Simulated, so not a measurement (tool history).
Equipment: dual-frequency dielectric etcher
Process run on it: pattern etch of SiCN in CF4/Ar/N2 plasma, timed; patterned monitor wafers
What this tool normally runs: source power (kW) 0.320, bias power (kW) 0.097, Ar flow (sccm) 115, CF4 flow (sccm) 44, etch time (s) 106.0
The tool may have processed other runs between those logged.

run,hour,source power (kW),bias power (kW),Ar flow (sccm),CF4 flow (sccm),etch time (s),"read-back reference wafer on the same gauge, depth_nm",mean etch depth across the wafer (Å)
1,0.0,0.320,0.097,115,44,106.0,58.6,717
# hour 25.8: bias power generator calibrated
2,49.5,0.320,0.097,115,48,106.0,58.6,724
3,105.8,0.400,0.117,143,39,106.0,58.6,811
4,141.8,0.320,0.097,134,44,106.0,58.6,701
# hour 203.5: wet clean of the chamber
5,206.3,0.320,0.090,115,44,106.0,58.6,698
6,267.1,0.400,0.074,104,41,106.0,58.6,736
7,337.0,0.320,0.117,143,36,95.0,58.6,651
# hour 392.9: upper electrode replaced
8,393.4,0.250,0.097,115,44,106.0,58.6,642
# hour 456.0: CF4 flow controller replaced
9,461.3,0.320,0.074,124,40,106.0,58.6,641
10,512.9,0.290,0.090,139,44,106.0,58.6,649
11,541.4,0.320,0.111,115,44,106.0,58.6,748
# hour 566.5: Ar flow controller replaced
12,608.5,0.320,0.097,141,44,106.0,58.6,692
13,633.2,0.320,0.097,115,44,106.0,58.6,716
# hour 725.2: wet clean of the chamber
14,725.7,0.320,0.097,115,44,106.0,58.6,714
15,747.1,0.260,0.097,139,50,106.0,58.6,644
16,813.8,0.320,0.097,115,44,106.0,58.6,712
17,873.6,0.320,0.097,115,44,106.0,58.6,715
18,922.6,0.320,0.105,115,44,106.0,58.6,731
19,991.1,0.320,0.097,115,44,106.0,58.6,711
20,1037.2,0.320,0.097,143,44,106.0,58.6,688
21,1101.0,0.320,0.109,115,44,84.0,58.6,585
22,1167.7,0.240,0.097,133,35,118.0,58.6,673

Selected run-to-run steps in mean etch depth across the wafer (Å), each split into two signed amounts: the part the tool would show with no hidden state at all (from settings, incoming material and random variation), and the remainder, which goes to the hidden state together with any gauge scatter not common to the measured and the hidden-state-free results:
What the log doesn't record here: etch rate over this chamber's usual, %; source power that arrives over what is set, %; bias power that arrives over what is set, %; Ar flow that arrives over what is set, %; CF4 flow that arrives over what is set, %; gauge reads high (%).
Run 2 -> 3: source power (kW) 0.320 -> 0.400, bias power (kW) 0.097 -> 0.117, Ar flow (sccm) 115 -> 143, CF4 flow (sccm) 48 -> 39. mean etch depth across the wafer (Å) +87: hidden state -1, all else +88.
Run 3 -> 4: source power (kW) 0.400 -> 0.320, bias power (kW) 0.117 -> 0.097, Ar flow (sccm) 143 -> 134, CF4 flow (sccm) 39 -> 44. mean etch depth across the wafer (Å) -110: hidden state +0, all else -110.
Run 20 -> 21: bias power (kW) 0.097 -> 0.109, Ar flow (sccm) 143 -> 115, etch time (s) 106.0 -> 84.0. mean etch depth across the wafer (Å) -103: hidden state +1, all else -104.
Run 21 -> 22: source power (kW) 0.320 -> 0.240, bias power (kW) 0.109 -> 0.097, Ar flow (sccm) 115 -> 133, CF4 flow (sccm) 44 -> 35, etch time (s) 84.0 -> 118.0. mean etch depth across the wafer (Å) +88: hidden state -2, all else +90.
